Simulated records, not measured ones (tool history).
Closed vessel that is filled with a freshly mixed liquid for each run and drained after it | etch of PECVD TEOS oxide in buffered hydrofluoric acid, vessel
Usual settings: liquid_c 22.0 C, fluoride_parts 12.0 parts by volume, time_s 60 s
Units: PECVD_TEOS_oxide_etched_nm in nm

run     day  liquid_c  fluoride_parts  time_s  wafers since the last listed run  hours since the thermometer was replaced  hours since the hydrofluoric acid flow meter was replaced  hours since the gauge calibration  read-back film thickness of the PECVD TEOS oxide reference wafer, read on the same gauge (nm)  PECVD_TEOS_oxide_etched_nm
  1   0.000      22.0            12.0      60                                 0                                     585.1                                                       73.3                              280.9                                                                                          39.99                      109.05
  2   2.129      22.0            12.0      60                              3481                                     636.2                                                      124.4                              332.0                                                                                          40.01                      110.33
  3   4.238      22.0            12.0      60                              3446                                     686.8                                                      175.0                              382.6                                                                                          40.00                      110.84
  4   9.046      22.0            12.0      60                              7861                                     802.2                                                      290.4                              498.0                                                                                          40.00                      110.45
  5  11.846      22.0            12.0      60                              4577                                     869.4                                                      357.6                              565.2                                                                                          39.98                      111.80
  6  12.900      22.0             9.5      60                              1723                                     894.7                                                      382.9                              590.5                                                                                          40.01                      135.83
  7  20.362      22.0             9.5      60                             12200                                    1073.8                                                      562.0                              769.6                                                                                          39.99                      135.42
     20.638  -- hydrofluoric acid flow meter replaced
  8  22.862      22.0             9.5      60                              4019                                    1133.8                                                       53.4                              829.6                                                                                          40.02                      132.32
  9  23.879      22.0            12.0      60                              1662                                    1158.2                                                       77.8                              854.0                                                                                          40.01                      108.47
 10  25.767      22.0            12.0      60                              3085                                    1203.5                                                      123.1                              899.3                                                                                          40.00                      107.63
 11  27.554      22.0            12.0      60                              2922                                    1246.4                                                      166.0                              942.2                                                                                          40.00                      109.61
 12  29.533      22.0            12.0      60                              3235                                    1293.9                                                      213.5                              989.7                                                                                          40.00                      108.54
     34.479  -- gauge calibrated
 13  34.675      21.0            12.0      60                              8406                                    1417.3                                                      336.9                                4.7                                                                                          39.98                      102.36
 14  37.000      18.0             7.5      50                              3801                                    1473.1                                                      392.7                               60.5                                                                                          40.02                      111.90
 15  39.046      18.5             8.5      85                              3344                                    1522.2                                                      441.8                              109.6                                                                                          39.99                      171.79
 16  42.758      20.5            16.0      40                              6069                                    1611.3                                                      530.9                              198.7                                                                                          39.99                       50.74
     43.192  -- hydrofluoric acid flow meter replaced
 17  44.354      22.0            12.0      80                              2540                                    1649.6                                                       27.9                              237.0                                                                                          39.99                      140.90
 18  46.346      25.5             7.0      70                              3256                                    1697.4                                                       75.7                              284.8                                                                                          40.00                      253.54
     46.967  -- thermometer replaced
 19  47.538      22.0            12.0      45                              1880                                      13.7                                                      104.3                              313.4                                                                                          39.96                       84.47
 20  50.629      26.5            12.0      85                              5054                                      87.9                                                      178.5                              387.6                                                                                          40.02                      205.21
 21  52.129      19.0            12.0      30                              2452                                     123.9                                                      214.5                              423.6                                                                                          40.00                       47.79
 22  53.646      22.0            12.0      60                              2479                                     160.3                                                      250.9                              460.0                                                                                          39.99                      113.22
 23  54.796      22.0            12.0      60                              1880                                     187.9                                                      278.5                              487.6                                                                                          39.99                      113.05
 24  56.446      22.0             8.5      60                              2697                                     227.5                                                      318.1                              527.2                                                                                          39.99                      153.38
 25  58.354      22.0            12.0      60                              3120                                     273.3                                                      363.9                              573.0                                                                                          40.00                      113.62
 26  61.192      25.5            12.0      75                              4639                                     341.4                                                      432.0                              641.1                                                                                          39.98                      170.88
 27  62.879      22.0             8.0      60                              2758                                     381.9                                                      472.5                              681.6                                                                                          39.99                      166.57
 28  64.992      22.0            13.5      45                              3453                                     432.6                                                      523.2                              732.3                                                                                          40.01                       76.79
 29  66.446      25.5            14.0      85                              2377                                     467.5                                                      558.1                              767.2                                                                                          40.03                      167.57
 30  67.542      22.0            12.0      60                              1791                                     493.8                                                      584.4                              793.5                                                                                          40.00                      114.23
     67.933  -- hydrofluoric acid flow meter replaced
 31  70.358      26.0            12.0      45                              4536                                     561.4                                                       58.2                              861.1                                                                                          39.99                      103.13
 32  72.517      22.0             9.0      80                              3528                                     613.2                                                      110.0                              912.9                                                                                          39.98                      190.14
 33  73.912      22.0            12.0      60                              2282                                     646.7                                                      143.5                              946.4                                                                                          40.02                      111.85

Hidden state at the last listed run before each entry between runs and at the first one after, where it differs:
Between runs 7 and 8: hydrofluoric acid flow meter replaced (day 20.638)
  liquid colder than its thermometer reads (K): 0.79 -> 0.827; hydrofluoric acid flow above the setpoint (%): 3.26 -> 0.472
  measured less the result without the state, PECVD_TEOS_oxide_etched_nm: -3.23 -> -5.81 nm
Between runs 12 and 13: gauge calibrated (day 34.479)
  liquid colder than its thermometer reads (K): 0.924 -> 0.999; hydrofluoric acid flow above the setpoint (%): 1.34 -> 2
  measured less the result without the state, PECVD_TEOS_oxide_etched_nm: -4.21 -> -3.80 nm
Between runs 16 and 17: hydrofluoric acid flow meter replaced (day 43.192)
  liquid colder than its thermometer reads (K): 1.12 -> 1.14; hydrofluoric acid flow above the setpoint (%): 3.05 -> 0.412
  measured less the result without the state, PECVD_TEOS_oxide_etched_nm: -1.71 -> -8.60 nm
Between runs 18 and 19: thermometer replaced (day 46.967)
  liquid colder than its thermometer reads (K): 1.17 -> 0.0166; hydrofluoric acid flow above the setpoint (%): 0.67 -> 0.825
  measured less the result without the state, PECVD_TEOS_oxide_etched_nm: -14.99 -> +0.58 nm
Between runs 30 and 31: hydrofluoric acid flow meter replaced (day 67.933)
  liquid colder than its thermometer reads (K): 0.308 -> 0.349; hydrofluoric acid flow above the setpoint (%): 3.42 -> 0.679
  measured less the result without the state, PECVD_TEOS_oxide_etched_nm: +1.79 -> -1.27 nm

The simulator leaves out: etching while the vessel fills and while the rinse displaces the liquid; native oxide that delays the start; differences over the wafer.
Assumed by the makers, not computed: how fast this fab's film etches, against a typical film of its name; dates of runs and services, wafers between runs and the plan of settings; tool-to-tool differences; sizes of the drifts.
